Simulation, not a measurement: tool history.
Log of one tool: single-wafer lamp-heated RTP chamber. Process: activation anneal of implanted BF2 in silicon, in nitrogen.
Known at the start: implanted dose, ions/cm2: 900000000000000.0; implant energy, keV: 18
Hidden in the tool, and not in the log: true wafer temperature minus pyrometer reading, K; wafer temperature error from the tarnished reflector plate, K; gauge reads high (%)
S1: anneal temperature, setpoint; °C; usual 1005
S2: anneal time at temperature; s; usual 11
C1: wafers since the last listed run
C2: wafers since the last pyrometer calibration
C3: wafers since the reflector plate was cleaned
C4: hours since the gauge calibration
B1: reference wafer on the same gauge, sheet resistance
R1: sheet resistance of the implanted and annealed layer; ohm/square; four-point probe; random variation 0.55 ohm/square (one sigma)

run,day,S1,S2,C1,C2,C3,C4,B1,R1
1,0,1005,11,0,4271,1078,373.6,187.1,184.01
# day 1.792: pyrometer window cleaned and pyrometer calibrated
2,2.733,1005,11,653,256,1731,439.2,186.95,190.67
3,5.05,1005,11,630,887,2361,494.8,186.89,188.1
4,8.067,1005,11,820,1707,3182,567.2,187.03,185.4
5,9.692,1005,11,442,2150,3625,606.2,186.95,184.78
6,11.262,1019,11,427,2577,4052,643.9,187.05,171.45
# day 14.025: reflector plate cleaned
# day 16.346: pyrometer window cleaned and pyrometer calibrated
7,18.142,1005,11,1690,489,1029,809,186.92,188.52
8,20.45,1005,11,628,1117,1657,864.4,187.09,188.68
9,22.625,1005,11,591,1709,2249,916.6,187.09,185.77
10,25.679,1005,11,831,2540,3080,989.9,186.92,184.73
11,27.183,1005,11,409,2949,3489,1026,186.98,185.07
# day 28.133: reflector plate cleaned
# day 29.15: gauge calibrated
12,29.688,1027,14,590,3540,422,12.9,187.08,158.62
13,31.638,1005,11,530,4071,953,59.7,187.05,184.36
# day 32.108: pyrometer window cleaned and pyrometer calibrated
14,34.129,1005,11,587,550,1540,119.5,187.05,188.4
15,37.754,1017,6,986,1536,2527,206.5,187.09,185.81
16,40.083,1005,11,633,2170,3161,262.4,187.13,184.71
17,43.7,1005,7,984,3155,4145,349.2,187.04,193.07
# day 45.575: reflector plate cleaned
18,47.967,1005,11,1070,4225,651,451.6,187.05,182.93
# day 48.396: pyrometer window cleaned and pyrometer calibrated
19,50.479,978,8,593,567,1244,511.9,187,228.83
20,52.833,976,11,640,1207,1884,568.4,187.03,222.1
21,60.021,1023,9,1956,3163,3840,740.9,186.95,171.34
# day 61.967: reflector plate cleaned
22,61.988,978,13,444,3608,5,788.1,186.94,212.12
# day 62.867: pyrometer window cleaned and pyrometer calibrated
23,64.988,996,5,725,577,731,860.1,186.97,215.11
24,66.896,985,15,519,1096,1250,905.9,186.95,203.9
25,68.471,1023,9,428,1525,1679,943.7,187,172.18
26,72.512,1016,14,1099,2624,2779,1040.7,186.96,169.29

The next listed run, before its measurement:
27,74.096,977,15,430,3055,3210,1078.7,?,?

{"run 27": {"B1": 187.03, "R1": 210.32}}
Without the tool's hidden state the same run would have given R1 221.02 ohm/square.
